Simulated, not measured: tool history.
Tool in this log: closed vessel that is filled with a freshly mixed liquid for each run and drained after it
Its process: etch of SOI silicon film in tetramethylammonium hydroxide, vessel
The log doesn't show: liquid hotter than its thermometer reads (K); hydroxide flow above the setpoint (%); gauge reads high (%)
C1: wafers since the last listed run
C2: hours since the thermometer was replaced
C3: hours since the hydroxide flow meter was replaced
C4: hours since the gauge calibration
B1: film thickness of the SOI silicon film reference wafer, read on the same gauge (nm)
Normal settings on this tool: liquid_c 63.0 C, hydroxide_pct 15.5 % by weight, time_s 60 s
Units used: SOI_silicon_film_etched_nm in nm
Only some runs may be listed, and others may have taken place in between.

run 1 hour=0.0 | liquid_c=66.5 hydroxide_pct=19.0 time_s=60 | C1=0 C2=613.3 C3=1625.5 C4=1528.7 | B1=119.99 | SOI_silicon_film_etched_nm=243.91
run 2 hour=67.9 | liquid_c=63.0 hydroxide_pct=15.5 time_s=50 | C1=7733 C2=681.2 C3=1693.4 C4=1596.6 | B1=120.01 | SOI_silicon_film_etched_nm=180.26
run 3 hour=108.1 | liquid_c=63.0 hydroxide_pct=15.5 time_s=50 | C1=4578 C2=721.4 C3=1733.6 C4=1636.8 | B1=119.97 | SOI_silicon_film_etched_nm=181.16
run 4 hour=164.4 | liquid_c=63.0 hydroxide_pct=15.5 time_s=50 | C1=6412 C2=777.7 C3=1789.9 C4=1693.1 | B1=119.99 | SOI_silicon_film_etched_nm=183.59
run 5 hour=203.7 | liquid_c=68.0 hydroxide_pct=15.5 time_s=60 | C1=4476 C2=817.0 C3=1829.2 C4=1732.4 | B1=120.04 | SOI_silicon_film_etched_nm=296.45
run 6 hour=259.3 | liquid_c=68.0 hydroxide_pct=15.5 time_s=60 | C1=6332 C2=872.6 C3=1884.8 C4=1788.0 | B1=120.00 | SOI_silicon_film_etched_nm=297.76
-- hour=283.3 thermometer replaced
run 7 hour=295.4 | liquid_c=66.0 hydroxide_pct=15.5 time_s=60 | C1=3997 C2=12.1 C3=1920.9 C4=1824.1 | B1=120.03 | SOI_silicon_film_etched_nm=244.04
run 8 hour=357.8 | liquid_c=60.5 hydroxide_pct=15.5 time_s=60 | C1=7107 C2=74.5 C3=1983.3 C4=1886.5 | B1=119.98 | SOI_silicon_film_etched_nm=177.67
run 9 hour=384.0 | liquid_c=60.5 hydroxide_pct=15.5 time_s=60 | C1=2984 C2=100.7 C3=2009.5 C4=1912.7 | B1=119.98 | SOI_silicon_film_etched_nm=177.28
-- hour=428.1 hydroxide flow meter replaced
run 10 hour=435.6 | liquid_c=63.0 hydroxide_pct=15.5 time_s=60 | C1=5763 C2=152.3 C3=7.5 C4=1964.3 | B1=120.04 | SOI_silicon_film_etched_nm=207.52
-- hour=457.3 gauge calibrated
run 11 hour=620.9 | liquid_c=63.0 hydroxide_pct=15.5 time_s=60 | C1=21105 C2=337.6 C3=192.8 C4=163.6 | B1=119.95 | SOI_silicon_film_etched_nm=209.61
run 12 hour=670.8 | liquid_c=66.5 hydroxide_pct=19.0 time_s=60 | C1=5683 C2=387.5 C3=242.7 C4=213.5 | B1=120.01 | SOI_silicon_film_etched_nm=244.02
run 13 hour=706.0 | liquid_c=63.0 hydroxide_pct=15.5 time_s=75 | C1=4009 C2=422.7 C3=277.9 C4=248.7 | B1=120.00 | SOI_silicon_film_etched_nm=263.80
run 14 hour=745.5 | liquid_c=63.0 hydroxide_pct=15.5 time_s=60 | C1=4499 C2=462.2 C3=317.4 C4=288.2 | B1=120.02 | SOI_silicon_film_etched_nm=213.13
run 15 hour=774.6 | liquid_c=63.0 hydroxide_pct=15.5 time_s=60 | C1=3314 C2=491.3 C3=346.5 C4=317.3 | B1=119.97 | SOI_silicon_film_etched_nm=215.06
run 16 hour=823.7 | liquid_c=57.0 hydroxide_pct=15.5 time_s=60 | C1=5592 C2=540.4 C3=395.6 C4=366.4 | B1=119.99 | SOI_silicon_film_etched_nm=148.08
run 17 hour=861.6 | liquid_c=63.0 hydroxide_pct=15.5 time_s=60 | C1=4316 C2=578.3 C3=433.5 C4=404.3 | B1=119.96 | SOI_silicon_film_etched_nm=215.48
run 18 hour=919.8 | liquid_c=63.0 hydroxide_pct=15.5 time_s=30 | C1=6628 C2=636.5 C3=491.7 C4=462.5 | B1=120.04 | SOI_silicon_film_etched_nm=107.82
run 19 hour=947.5 | liquid_c=66.5 hydroxide_pct=19.0 time_s=40 | C1=3155 C2=664.2 C3=519.4 C4=490.2 | B1=120.04 | SOI_silicon_film_etched_nm=165.95
run 20 hour=1009.6 | liquid_c=63.0 hydroxide_pct=14.0 time_s=45 | C1=7073 C2=726.3 C3=581.5 C4=552.3 | B1=120.00 | SOI_silicon_film_etched_nm=170.68
run 21 hour=1072.5 | liquid_c=67.0 hydroxide_pct=17.5 time_s=80 | C1=7164 C2=789.2 C3=644.4 C4=615.2 | B1=120.01 | SOI_silicon_film_etched_nm=358.76
run 22 hour=1117.4 | liquid_c=63.0 hydroxide_pct=15.5 time_s=60 | C1=5114 C2=834.1 C3=689.3 C4=660.1 | B1=120.03 | SOI_silicon_film_etched_nm=222.52
run 23 hour=1167.9 | liquid_c=55.5 hydroxide_pct=12.0 time_s=80 | C1=5751 C2=884.6 C3=739.8 C4=710.6 | B1=120.00 | SOI_silicon_film_etched_nm=207.28
-- hour=1173.7 thermometer replaced
run 24 hour=1234.7 | liquid_c=63.0 hydroxide_pct=15.5 time_s=60 | C1=7494 C2=61.0 C3=806.6 C4=777.4 | B1=119.97 | SOI_silicon_film_etched_nm=204.43
run 25 hour=1275.3 | liquid_c=60.5 hydroxide_pct=19.0 time_s=60 | C1=4624 C2=101.6 C3=847.2 C4=818.0 | B1=120.04 | SOI_silicon_film_etched_nm=162.35
run 26 hour=1335.8 | liquid_c=70.5 hydroxide_pct=15.5 time_s=60 | C1=6890 C2=162.1 C3=907.7 C4=878.5 | B1=120.03 | SOI_silicon_film_etched_nm=321.77
run 27 hour=1394.4 | liquid_c=63.0 hydroxide_pct=15.5 time_s=60 | C1=6674 C2=220.7 C3=966.3 C4=937.1 | B1=119.97 | SOI_silicon_film_etched_nm=208.01
run 28 hour=1465.2 | liquid_c=63.0 hydroxide_pct=17.0 time_s=30 | C1=8064 C2=291.5 C3=1037.1 C4=1007.9 | B1=119.96 | SOI_silicon_film_etched_nm=100.54
run 29 hour=1526.8 | liquid_c=56.0 hydroxide_pct=11.5 time_s=70 | C1=7016 C2=353.1 C3=1098.7 C4=1069.5 | B1=120.02 | SOI_silicon_film_etched_nm=182.29
run 30 hour=1569.9 | liquid_c=63.0 hydroxide_pct=15.5 time_s=60 | C1=4909 C2=396.2 C3=1141.8 C4=1112.6 | B1=119.96 | SOI_silicon_film_etched_nm=212.72
run 31 hour=1598.7 | liquid_c=57.0 hydroxide_pct=18.5 time_s=45 | C1=3280 C2=425.0 C3=1170.6 C4=1141.4 | B1=120.02 | SOI_silicon_film_etched_nm=103.37
run 32 hour=1637.9 | liquid_c=63.0 hydroxide_pct=15.5 time_s=60 | C1=4464 C2=464.2 C3=1209.8 C4=1180.6 | B1=119.99 | SOI_silicon_film_etched_nm=213.51
run 33 hour=1663.6 | liquid_c=69.5 hydroxide_pct=15.5 time_s=60 | C1=2927 C2=489.9 C3=1235.5 C4=1206.3 | B1=120.00 | SOI_silicon_film_etched_nm=312.11

Take each entry between the runs: how does the hidden state at the last listed run before it differ from the hidden state at the first listed run after it?
In the gap between runs 6 and 7: thermometer replaced (hour 283.3)
  liquid hotter than its thermometer reads (K): 1.57 -> 0.33
  measured result minus the result with no hidden state, SOI_silicon_film_etched_nm: +26.39 -> +4.79 nm
In the gap between runs 9 and 10: hydroxide flow meter replaced (hour 428.1)
  liquid hotter than its thermometer reads (K): 0.464 -> 0.541
  measured result minus the result with no hidden state, SOI_silicon_film_etched_nm: +4.99 -> +6.74 nm
In the gap between runs 10 and 11: gauge calibrated (hour 457.3)
  liquid hotter than its thermometer reads (K): 0.541 -> 0.82
  measured result minus the result with no hidden state, SOI_silicon_film_etched_nm: +6.74 -> +10.23 nm
In the gap between runs 23 and 24: thermometer replaced (hour 1173.7)
  liquid hotter than its thermometer reads (K): 1.64 -> 0.388
  measured result minus the result with no hidden state, SOI_silicon_film_etched_nm: +20.70 -> +4.81 nm

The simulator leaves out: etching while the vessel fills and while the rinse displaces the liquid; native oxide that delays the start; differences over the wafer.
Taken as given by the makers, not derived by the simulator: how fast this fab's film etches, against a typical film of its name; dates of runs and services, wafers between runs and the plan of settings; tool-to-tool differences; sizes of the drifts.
